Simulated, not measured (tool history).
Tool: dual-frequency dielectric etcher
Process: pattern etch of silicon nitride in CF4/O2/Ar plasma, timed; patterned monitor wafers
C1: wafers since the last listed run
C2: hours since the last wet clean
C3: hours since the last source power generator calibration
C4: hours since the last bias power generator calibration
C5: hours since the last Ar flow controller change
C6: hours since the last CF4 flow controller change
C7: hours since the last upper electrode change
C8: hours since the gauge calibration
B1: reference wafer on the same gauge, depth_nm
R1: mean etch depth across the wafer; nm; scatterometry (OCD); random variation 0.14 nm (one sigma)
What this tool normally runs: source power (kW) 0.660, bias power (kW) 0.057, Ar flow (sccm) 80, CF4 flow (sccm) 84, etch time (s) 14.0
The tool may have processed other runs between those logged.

Run 1, hour 0.0: usual settings; C1 0; C2 171.2; C3 1384.8; C4 1152.6; C5 4911.3; C6 4205.4; C7 2729.2; C8 592.3; B1 40.27. Result: R1 33.68 nm.
Run 2, hour 66.3: usual settings; C1 1662; C2 237.5; C3 1451.1; C4 1218.9; C5 4977.6; C6 4271.7; C7 2795.5; C8 658.6; B1 40.31. Result: R1 33.81 nm.
Run 3, hour 135.8: usual settings but etch time (s) 16.0; C1 1743; C2 307.0; C3 1520.6; C4 1288.4; C5 5047.1; C6 4341.2; C7 2865.0; C8 728.1; B1 40.28. Result: R1 38.23 nm.
Run 4, hour 181.0: usual settings but etch time (s) 16.0; C1 1133; C2 352.2; C3 1565.8; C4 1333.6; C5 5092.3; C6 4386.4; C7 2910.2; C8 773.3; B1 40.34. Result: R1 38.34 nm.
At hour 231.0: wet clean of the chamber.
Run 5, hour 249.1: usual settings but etch time (s) 16.0; C1 1105; C2 18.1; C3 1633.9; C4 1401.7; C5 5160.4; C6 4454.5; C7 2978.3; C8 841.4; B1 40.33. Result: R1 38.13 nm.
Run 6, hour 317.2: usual settings but source power (kW) 0.770; C1 1707; C2 86.2; C3 1702.0; C4 1469.8; C5 5228.5; C6 4522.6; C7 3046.4; C8 909.5; B1 40.28. Result: R1 37.98 nm.
Run 7, hour 421.2: usual settings but source power (kW) 0.770; C1 2608; C2 190.2; C3 1806.0; C4 1573.8; C5 5332.5; C6 4626.6; C7 3150.4; C8 1013.5; B1 40.28. Result: R1 37.70 nm.
At hour 505.1: upper electrode replaced.
Run 8, hour 505.6: usual settings but source power (kW) 0.770; C1 1514; C2 274.6; C3 1890.4; C4 1658.2; C5 5416.9; C6 4711.0; C7 0.5; C8 1097.9; B1 40.35. Result: R1 37.37 nm.
At hour 546.6: Ar flow controller replaced.
Run 9, hour 556.8: usual settings but etch time (s) 13.0; C1 1133; C2 325.8; C3 1941.6; C4 1709.4; C5 10.2; C6 4762.2; C7 51.7; C8 1149.1; B1 40.33. Result: R1 30.45 nm.
Run 10, hour 597.3: usual settings but source power (kW) 0.520, CF4 flow (sccm) 70; C1 1015; C2 366.3; C3 1982.1; C4 1749.9; C5 50.7; C6 4802.7; C7 92.2; C8 1189.6; B1 40.32. Result: R1 26.38 nm.
At hour 654.3: bias power generator calibrated.
At hour 683.2: source power generator calibrated.
Run 11, hour 687.1: usual settings but bias power (kW) 0.062, CF4 flow (sccm) 70; C1 2051; C2 456.1; C3 3.9; C4 32.8; C5 140.5; C6 4892.5; C7 182.0; C8 1279.4; B1 40.32. Result: R1 34.55 nm.
At hour 732.4: gauge calibrated.
At hour 752.4: wet clean of the chamber.
Run 12, hour 752.9: usual settings; C1 1048; C2 0.5; C3 69.7; C4 98.6; C5 206.3; C6 4958.3; C7 247.8; C8 20.5; B1 40.25. Result: R1 34.35 nm.
Run 13, hour 799.4: usual settings but Ar flow (sccm) 66; C1 1166; C2 47.0; C3 116.2; C4 145.1; C5 252.8; C6 5004.8; C7 294.3; C8 67.0; B1 40.35. Result: R1 35.49 nm.
Run 14, hour 872.6: usual settings but source power (kW) 0.620; C1 1835; C2 120.2; C3 189.4; C4 218.3; C5 326.0; C6 5078.0; C7 367.5; C8 140.2; B1 40.29. Result: R1 32.43 nm.
At hour 945.7: CF4 flow controller replaced.
Run 15, hour 976.8: usual settings; C1 2462; C2 224.4; C3 293.6; C4 322.5; C5 430.2; C6 31.1; C7 471.7; C8 244.4; B1 40.24. Result: R1 34.26 nm.
Run 16, hour 1043.0: usual settings but bias power (kW) 0.062; C1 1660; C2 290.6; C3 359.8; C4 388.7; C5 496.4; C6 97.3; C7 537.9; C8 310.6; B1 40.24. Result: R1 35.34 nm.
Run 17, hour 1134.7: usual settings but etch time (s) 10.0; C1 2299; C2 382.3; C3 451.5; C4 480.4; C5 588.1; C6 189.0; C7 629.6; C8 402.3; B1 40.32. Result: R1 24.13 nm.
At hour 1191.5: wet clean of the chamber.
Run 18, hour 1211.1: usual settings but bias power (kW) 0.064, Ar flow (sccm) 70, CF4 flow (sccm) 71, etch time (s) 15.5; C1 1314; C2 19.6; C3 527.9; C4 556.8; C5 664.5; C6 265.4; C7 706.0; C8 478.7; B1 40.32. Result: R1 40.27 nm.

3 options for the next run, each taken on its own from the tool as it stands now. Forecast them:
Run A, hour 1211.5: usual settings; C1 10; C2 20.0; C3 528.3; C4 557.2; C5 664.9; C6 265.8; C7 706.4; C8 479.1; B1 ?. Result: R1 ?.
Run B, hour 1211.5: usual settings but bias power (kW) 0.048, Ar flow (sccm) 95, CF4 flow (sccm) 96, etch time (s) 10.5; C1 10; C2 20.0; C3 528.3; C4 557.2; C5 664.9; C6 265.8; C7 706.4; C8 479.1; B1 ?. Result: R1 ?.
Run C, hour 1211.5: usual settings but bias power (kW) 0.062, etch time (s) 11.0; C1 10; C2 20.0; C3 528.3; C4 557.2; C5 664.9; C6 265.8; C7 706.4; C8 479.1; B1 ?. Result: R1 ?.

run     B1     R1
  A  40.36  34.35
  B  40.36  23.11
  C  40.36  28.25
Stripped of hidden state, with their random variation kept, the same runs would have yielded:
run     R1
  A  34.41
  B  23.15
  C  28.29
